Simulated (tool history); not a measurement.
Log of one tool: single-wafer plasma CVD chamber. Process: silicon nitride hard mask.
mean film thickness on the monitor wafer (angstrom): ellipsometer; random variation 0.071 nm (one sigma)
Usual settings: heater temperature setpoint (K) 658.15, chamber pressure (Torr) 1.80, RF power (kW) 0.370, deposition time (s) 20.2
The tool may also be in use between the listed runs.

run	hour	heater temperature setpoint (K)	chamber pressure (Torr)	RF power (kW)	deposition time (s)	wafers since the last listed run	hours since the last thermocouple change	hours since the last RF generator calibration	hours since the last manometer calibration	hours since the showerhead was replaced	hours since the gauge calibration	read-back reference wafer on the same gauge, thickness_nm	mean film thickness on the monitor wafer (angstrom)
1	0.0	658.15	1.80	0.370	23.1	0	2780.2	835.4	2764.1	5487.9	19.4	33.000	324.23
2	14.7	658.15	1.80	0.370	23.1	306	2794.9	850.1	2778.8	5502.6	34.1	32.995	324.44
3	32.5	658.15	2.09	0.370	19.3	370	2812.7	867.9	2796.6	5520.4	51.9	32.994	282.77
4	48.3	658.15	2.09	0.370	19.3	329	2828.5	883.7	2812.4	5536.2	67.7	32.984	281.82
5	56.2	658.15	1.47	0.370	20.2	164	2836.4	891.6	2820.3	5544.1	75.6	32.989	265.88
# hour 65.0: capacitance manometer re-zeroed and calibrated
6	65.5	658.15	1.47	0.370	20.2	27	2845.7	900.9	0.5	5553.4	84.9	33.010	265.80
7	71.8	658.15	1.80	0.370	20.2	131	2852.0	907.2	6.8	5559.7	91.2	32.994	283.53
# hour 83.1: RF generator calibrated
8	83.6	658.15	1.80	0.370	20.2	79	2863.8	0.5	18.6	5571.5	103.0	33.011	298.13
# hour 93.1: gauge calibrated
9	99.4	663.15	1.80	0.330	20.2	329	2879.6	16.3	34.4	5587.3	6.3	33.002	279.17
10	115.9	672.15	1.80	0.345	16.3	343	2896.1	32.8	50.9	5603.8	22.8	33.018	229.43
# hour 128.6: thermocouple changed; heater temperature recalibrated
11	129.1	658.15	2.16	0.420	23.9	108	0.5	46.0	64.1	5617.0	36.0	33.008	399.15
12	143.1	658.15	1.80	0.370	20.2	291	14.5	60.0	78.1	5631.0	50.0	33.006	297.91
# hour 153.9: showerhead replaced
13	158.2	651.15	1.80	0.425	20.2	147	29.6	75.1	93.2	4.3	65.1	32.996	322.69
14	166.5	658.15	1.80	0.400	23.4	172	37.9	83.4	101.5	12.6	73.4	32.990	359.62
15	180.5	658.15	1.80	0.370	20.2	291	51.9	97.4	115.5	26.6	87.4	33.010	296.88
16	193.6	651.15	1.68	0.370	17.0	272	65.0	110.5	128.6	39.7	100.5	32.990	246.11
17	205.7	665.15	1.44	0.430	22.4	251	77.1	122.6	140.7	51.8	112.6	33.018	332.92

What the log doesn't show, run by run:
wafer temperature above the value expected at the setpoint (K): 0 in every run
true pressure above the setpoint (%): 0 in every run
gauge reads high (%): 0 in every run
H1: delivered RF power above the setpoint (%)
run	H1
1	-8.24
2	-8.38
3	-8.55
4	-8.71
5	-8.78
6	-8.87
7	-8.93
8	-0.0484
9	-0.2
10	-0.359
11	-0.486
12	-0.621
13	-0.766
14	-0.846
15	-0.981
16	-1.11
17	-1.22
